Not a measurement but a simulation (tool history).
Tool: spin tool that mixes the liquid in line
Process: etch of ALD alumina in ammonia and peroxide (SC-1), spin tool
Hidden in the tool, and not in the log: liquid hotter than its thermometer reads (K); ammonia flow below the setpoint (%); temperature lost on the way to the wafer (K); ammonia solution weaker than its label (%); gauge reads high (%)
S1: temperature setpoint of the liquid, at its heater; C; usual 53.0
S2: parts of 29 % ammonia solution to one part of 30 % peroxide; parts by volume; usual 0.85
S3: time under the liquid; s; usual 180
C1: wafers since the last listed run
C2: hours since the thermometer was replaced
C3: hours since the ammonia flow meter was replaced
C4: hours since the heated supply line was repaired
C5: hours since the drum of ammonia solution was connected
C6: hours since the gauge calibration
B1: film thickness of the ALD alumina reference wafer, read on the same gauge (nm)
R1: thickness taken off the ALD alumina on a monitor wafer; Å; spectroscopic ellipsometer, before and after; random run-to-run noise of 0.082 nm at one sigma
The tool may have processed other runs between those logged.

run	hour	S1	S2	S3	C1	C2	C3	C4	C5	C6	B1	R1
1	0.0	48.0	0.85	180	0	2.6	1718.9	53.6	109.7	432.7	110.04	75.4
2	7.5	53.0	0.60	100	74	10.1	1726.4	61.1	117.2	440.2	109.98	53.5
# hour 20.1: ammonia flow meter replaced
3	24.8	53.0	0.85	80	161	27.4	4.7	78.4	134.5	457.5	110.03	44.8
4	35.7	50.0	0.85	275	108	38.3	15.6	89.3	145.4	468.4	110.02	129.9
5	51.8	53.0	0.85	180	159	54.4	31.7	105.4	161.5	484.5	109.98	99.0
6	62.8	53.0	0.65	250	109	65.4	42.7	116.4	172.5	495.5	109.97	136.1
7	78.1	53.0	0.85	180	151	80.7	58.0	131.7	187.8	510.8	110.02	99.3
8	95.4	59.5	0.85	250	171	98.0	75.3	149.0	205.1	528.1	110.06	194.4
9	112.3	45.5	0.85	180	167	114.9	92.2	165.9	222.0	545.0	110.01	65.8
10	157.3	53.0	0.85	180	446	159.9	137.2	210.9	267.0	590.0	110.01	99.6
11	172.4	49.5	0.55	255	149	175.0	152.3	226.0	282.1	605.1	109.96	112.6
12	187.9	48.5	1.10	260	153	190.5	167.8	241.5	297.6	620.6	110.01	116.2
13	196.2	45.0	0.55	255	82	198.8	176.1	249.8	305.9	628.9	110.02	87.2
14	211.2	60.0	0.85	180	148	213.8	191.1	264.8	320.9	643.9	110.03	141.5
15	219.5	53.0	0.85	180	82	222.1	199.4	273.1	329.2	652.2	110.01	100.9

Run 16 is up next; what results do you expect?
16	234.5	53.0	0.55	260	148	237.1	214.4	288.1	344.2	667.2	?	?

{"run 16": {"B1": 110.0, "R1": 137.2}}
With the hidden condition absent and the run-to-run variation left alone, this run would have shown R1 137.2 Å.

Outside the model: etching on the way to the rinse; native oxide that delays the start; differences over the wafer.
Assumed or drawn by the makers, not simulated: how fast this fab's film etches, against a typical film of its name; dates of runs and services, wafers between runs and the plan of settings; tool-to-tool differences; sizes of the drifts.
